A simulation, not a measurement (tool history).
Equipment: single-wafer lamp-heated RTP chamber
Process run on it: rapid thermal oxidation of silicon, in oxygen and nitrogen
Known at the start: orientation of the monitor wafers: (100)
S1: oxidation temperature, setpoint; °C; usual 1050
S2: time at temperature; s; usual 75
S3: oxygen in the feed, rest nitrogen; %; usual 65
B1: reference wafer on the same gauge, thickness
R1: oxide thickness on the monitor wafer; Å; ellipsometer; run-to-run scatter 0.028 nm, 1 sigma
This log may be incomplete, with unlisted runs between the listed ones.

run    hour    S1   S2  S3     B1      R1
  1       0  1050   75  65  6.999   81.77
  2    33.2  1050   75  65  7.013   82.04
  3    69.5  1068   75  77  7.005   98.29
  4   121.7  1068   75  77  7.002   98.85
  5     167  1050   89  86  7.013   97.78
      201.8  -- pyrometer window cleaned and pyrometer calibrated
  6   231.9  1050   75  49  6.998   72.32
      266.1  -- gauge calibrated
  7   272.4  1050   75  49  7.013   72.37
  8     321  1050   75  71  7.015   82.88
  9   375.8  1050   75  71  7.017    83.1
 10   443.5  1050   75  65  7.008   81.82
 11   491.5  1039   75  65      7   75.34
 12   538.9  1039   75  65  6.992   75.41
 13   585.2  1050   75  65  6.997   81.69
 14   612.2  1050   75  65  7.011   81.12
 15   672.3  1050   75  65  6.999   82.05
      715.9  -- oxygen flow controller replaced
 16   718.7  1050   75  65   7.01   81.46
 17   757.9  1050   75  65   7.02   82.16
 18   815.3  1050   75  65   7.01   82.16
      884.7  -- pyrometer window cleaned and pyrometer calibrated
 19   885.2  1050   75  65   7.02   80.35
 20  1083.8  1050   50  65  7.004   67.51
 21  1149.7  1026   87  43  7.016   63.51
 22  1189.5  1050   75  65  7.002   82.22
 23  1244.2  1065   50  46  7.007   66.75
 24  1271.5  1050   75  65  7.011   82.07
     1293.4  -- gauge calibrated
 25  1313.6  1050   94  47   7.02   80.77
 26  1344.6  1078   75  35  7.018   78.58
 27  1384.2  1050   75  65  7.015    82.8
     1538.4  -- pyrometer window cleaned and pyrometer calibrated
 28  1577.1  1050   75  65   7.02   80.09
 29  1643.8  1042   97  36  7.012   68.78
 30  1685.7  1050   75  65  7.006   80.45
 31    1738  1050   94  51  7.011   82.43
 32  1808.3  1050   48  65  7.019   66.41
 33  1872.6  1066   41  65  7.018   69.66
 34  1915.9  1050   60  50  7.009   67.37
 35  1951.3  1050  100  65  7.005   92.77
 36  2019.5  1050   75  35   7.01   65.27
 37  2073.4  1050   75  65  7.015   81.79
 38  2109.4  1063   85  88  7.013  105.12

For each run, what was the tool's unlogged condition?
deviation of the oxygen flow from its setpoint, %: 0 in every run
gauge reads high (%): 0 in every run
H1: true wafer temperature minus pyrometer reading, K
run     H1
  1   4.88
  2   4.94
  3      5
  4   5.07
  5   5.12
  6  0.951
  7   1.65
  8   2.34
  9   2.97
 10   3.57
 11    3.9
 12   4.17
 13   4.38
 14   4.49
 15   4.68
 16   4.81
 17   4.89
 18   4.99
 19  0.897
 20   3.75
 21   4.28
 22   4.53
 23   4.81
 24   4.93
 25   5.09
 26   5.19
 27    5.3
 28   1.11
 29   2.16
 30   2.68
 31   3.21
 32   3.77
 33   4.15
 34   4.35
 35   4.49
 36   4.71
 37   4.84
 38   4.92
